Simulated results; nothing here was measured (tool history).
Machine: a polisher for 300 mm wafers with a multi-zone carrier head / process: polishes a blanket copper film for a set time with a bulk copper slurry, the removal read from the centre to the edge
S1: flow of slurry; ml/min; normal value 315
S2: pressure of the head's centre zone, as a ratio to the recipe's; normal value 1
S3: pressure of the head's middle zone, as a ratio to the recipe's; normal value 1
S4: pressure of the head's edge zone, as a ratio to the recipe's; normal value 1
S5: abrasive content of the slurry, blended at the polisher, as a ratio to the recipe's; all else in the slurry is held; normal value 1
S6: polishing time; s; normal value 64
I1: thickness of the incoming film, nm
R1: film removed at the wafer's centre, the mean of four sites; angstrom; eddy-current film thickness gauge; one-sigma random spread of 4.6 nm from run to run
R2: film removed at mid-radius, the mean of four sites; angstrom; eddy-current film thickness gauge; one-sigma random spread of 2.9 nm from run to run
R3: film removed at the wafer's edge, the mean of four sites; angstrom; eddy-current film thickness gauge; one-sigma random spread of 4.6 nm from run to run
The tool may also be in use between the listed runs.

Run 1, hour 0: usual settings but S2 1.03, S4 1.03; I1 3016.3. Result: R1 4550 angstrom, R2 4519 angstrom, R3 4560 angstrom.
At hour 17.2: worn pad replaced by a new one.
At hour 85.7: carrier head's membrane replaced by a new one.
Run 2, hour 86.2: usual settings but S6 57 s; I1 3041.8. Result: R1 3947 angstrom, R2 4055 angstrom, R3 4003 angstrom.
At hour 105.8: slurry nozzle cleaned.
Run 3, hour 161.3: usual settings but S6 57 s; I1 2969.3. Result: R1 3886 angstrom, R2 4062 angstrom, R3 3941 angstrom.
Run 4, hour 242.6: usual settings; I1 3034. Result: R1 4437 angstrom, R2 4515 angstrom, R3 4500 angstrom.
At hour 247.6: worn pad replaced by a new one.
At hour 296.8: centre zone pressure recalibrated.
Run 5, hour 348.3: usual settings; I1 3021.2. Result: R1 4485 angstrom, R2 4552 angstrom, R3 4483 angstrom.
At hour 377.5: edge zone pressure recalibrated.
Run 6, hour 398.7: usual settings but S5 0.75, S6 59 s; I1 2947.2. Result: R1 3786 angstrom, R2 3823 angstrom, R3 3803 angstrom.
At hour 420: slurry nozzle cleaned.
Run 7, hour 437.1: usual settings but S2 0.93; I1 3021.9. Result: R1 4282 angstrom, R2 4464 angstrom, R3 4516 angstrom.
At hour 448.2: worn pad replaced by a new one.
Run 8, hour 517.8: usual settings but S2 0.93; I1 2991.9. Result: R1 4299 angstrom, R2 4486 angstrom, R3 4453 angstrom.
At hour 575.5: carrier head's membrane replaced by a new one.
Run 9, hour 576: usual settings; I1 2985.7. Result: R1 4460 angstrom, R2 4498 angstrom, R3 4469 angstrom.
Run 10, hour 666: usual settings but S3 0.96; I1 3077.5. Result: R1 4383 angstrom, R2 4456 angstrom, R3 4389 angstrom.
At hour 675.6: worn pad replaced by a new one.
Run 11, hour 706.5: usual settings but S1 275 ml/min, S2 0.91; I1 3010.4. Result: R1 4164 angstrom, R2 4464 angstrom, R3 4410 angstrom.
At hour 750.3: slurry nozzle cleaned.
Run 12, hour 764.2: usual settings but S2 0.93; I1 3028.5. Result: R1 4254 angstrom, R2 4552 angstrom, R3 4510 angstrom.
At hour 830.4: centre zone pressure recalibrated.
Run 13, hour 853.7: usual settings but S1 370 ml/min, S2 0.88, S3 0.96, S5 1.25; I1 3050.6. Result: R1 4418 angstrom, R2 4783 angstrom, R3 4796 angstrom.
At hour 899.2: worn pad replaced by a new one.
At hour 927: edge zone pressure recalibrated.
Run 14, hour 937: usual settings but S6 57 s; I1 2988.9. Result: R1 3924 angstrom, R2 4039 angstrom, R3 3953 angstrom.
Run 15, hour 1005.7: usual settings but S1 235 ml/min, S3 1.05; I1 3042.6. Result: R1 4270 angstrom, R2 4534 angstrom, R3 4361 angstrom.
At hour 1072.1: carrier head's membrane replaced by a new one.
Run 16, hour 1074: usual settings but S2 1.04, S4 1.05, S5 0.8, S6 48 s; I1 2976.6. Result: R1 3154 angstrom, R2 3172 angstrom, R3 3169 angstrom.

List, for all runs, the conditions of the tool that the log does not record:
removal rate lost through wear of the pad, %: 0 on each run
slurry flow missing at the pad, %: 0 on each run
deviation of the centre zone's pressure from its setpoint, %: 0 on each run
deviation of the edge zone's pressure from its setpoint, %: 0 on each run
